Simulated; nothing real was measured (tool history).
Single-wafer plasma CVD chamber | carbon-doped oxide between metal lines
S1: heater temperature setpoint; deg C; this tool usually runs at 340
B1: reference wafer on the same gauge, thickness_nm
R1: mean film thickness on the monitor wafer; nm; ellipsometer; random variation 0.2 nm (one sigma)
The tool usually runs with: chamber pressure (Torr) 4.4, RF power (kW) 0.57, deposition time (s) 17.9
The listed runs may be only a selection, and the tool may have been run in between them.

{"run": 1, "hour": 0.0, "S1": 331, "chamber pressure (Torr)": 4.4, "RF power (kW)": 0.57, "deposition time (s)": 17.9, "B1": 87.942, "R1": 102.278}
{"run": 2, "hour": 84.6, "S1": 331, "chamber pressure (Torr)": 4.4, "RF power (kW)": 0.57, "deposition time (s)": 17.9, "B1": 88.014, "R1": 102.219}
{"run": 3, "hour": 177.2, "S1": 340, "chamber pressure (Torr)": 4.4, "RF power (kW)": 0.57, "deposition time (s)": 17.9, "B1": 88.004, "R1": 98.715}
{"run": 4, "hour": 285.1, "S1": 340, "chamber pressure (Torr)": 4.4, "RF power (kW)": 0.57, "deposition time (s)": 17.9, "B1": 88.074, "R1": 98.83}
{"run": 5, "hour": 377.0, "S1": 340, "chamber pressure (Torr)": 4.4, "RF power (kW)": 0.57, "deposition time (s)": 17.9, "B1": 87.947, "R1": 98.306}
{"run": 6, "hour": 418.8, "S1": 340, "chamber pressure (Torr)": 4.4, "RF power (kW)": 0.57, "deposition time (s)": 17.9, "B1": 88.043, "R1": 98.219}
{"hour": 596.9, "done": "gauge calibrated"}
{"hour": 615.5, "done": "RF generator calibrated"}
{"hour": 623.7, "done": "thermocouple changed; heater temperature recalibrated"}
{"run": 7, "hour": 721.1, "S1": 340, "chamber pressure (Torr)": 4.88, "RF power (kW)": 0.57, "deposition time (s)": 17.9, "B1": 87.994, "R1": 102.701}
{"hour": 786.3, "done": "capacitance manometer re-zeroed and calibrated"}
{"run": 8, "hour": 828.7, "S1": 340, "chamber pressure (Torr)": 4.88, "RF power (kW)": 0.57, "deposition time (s)": 17.9, "B1": 88.005, "R1": 102.661}
{"run": 9, "hour": 901.2, "S1": 340, "chamber pressure (Torr)": 4.4, "RF power (kW)": 0.625, "deposition time (s)": 17.9, "B1": 87.971, "R1": 103.894}
{"hour": 935.7, "done": "showerhead replaced"}
{"run": 10, "hour": 995.3, "S1": 340, "chamber pressure (Torr)": 3.8, "RF power (kW)": 0.62, "deposition time (s)": 17.9, "B1": 88.054, "R1": 100.587}
{"run": 11, "hour": 1069.6, "S1": 340, "chamber pressure (Torr)": 4.4, "RF power (kW)": 0.57, "deposition time (s)": 17.9, "B1": 87.916, "R1": 99.855}
{"run": 12, "hour": 1138.1, "S1": 329, "chamber pressure (Torr)": 4.4, "RF power (kW)": 0.57, "deposition time (s)": 16, "B1": 87.965, "R1": 92.838}
{"run": 13, "hour": 1232.1, "S1": 340, "chamber pressure (Torr)": 4.4, "RF power (kW)": 0.57, "deposition time (s)": 17.9, "B1": 88.063, "R1": 99.642}
{"run": 14, "hour": 1288.8, "S1": 340, "chamber pressure (Torr)": 4, "RF power (kW)": 0.57, "deposition time (s)": 17.9, "B1": 88.002, "R1": 98.099}
{"run": 15, "hour": 1395.2, "S1": 340, "chamber pressure (Torr)": 4.4, "RF power (kW)": 0.57, "deposition time (s)": 17.9, "B1": 87.954, "R1": 99.625}
{"run": 16, "hour": 1476.5, "S1": 340, "chamber pressure (Torr)": 5.47, "RF power (kW)": 0.57, "deposition time (s)": 17.9, "B1": 87.995, "R1": 103.86}

Forecast each of these 3 alternatives for the next run:
{"run": "A", "hour": 1476.9, "S1": 334, "chamber pressure (Torr)": 4.4, "RF power (kW)": 0.57, "deposition time (s)": 17.9, "B1": "?", "R1": "?"}
{"run": "B", "hour": 1476.9, "S1": 340, "chamber pressure (Torr)": 3.68, "RF power (kW)": 0.6, "deposition time (s)": 17.9, "B1": "?", "R1": "?"}
{"run": "C", "hour": 1476.9, "S1": 340, "chamber pressure (Torr)": 4.87, "RF power (kW)": 0.57, "deposition time (s)": 20.6, "B1": "?", "R1": "?"}

run=A B1=87.963 R1=101.527
run=B B1=87.963 R1=97.961
run=C B1=87.963 R1=116.664
With the hidden condition removed and each run's random variation left untouched, the same runs would have given:
run=A R1=102.902
run=B R1=99.25
run=C R1=118.2
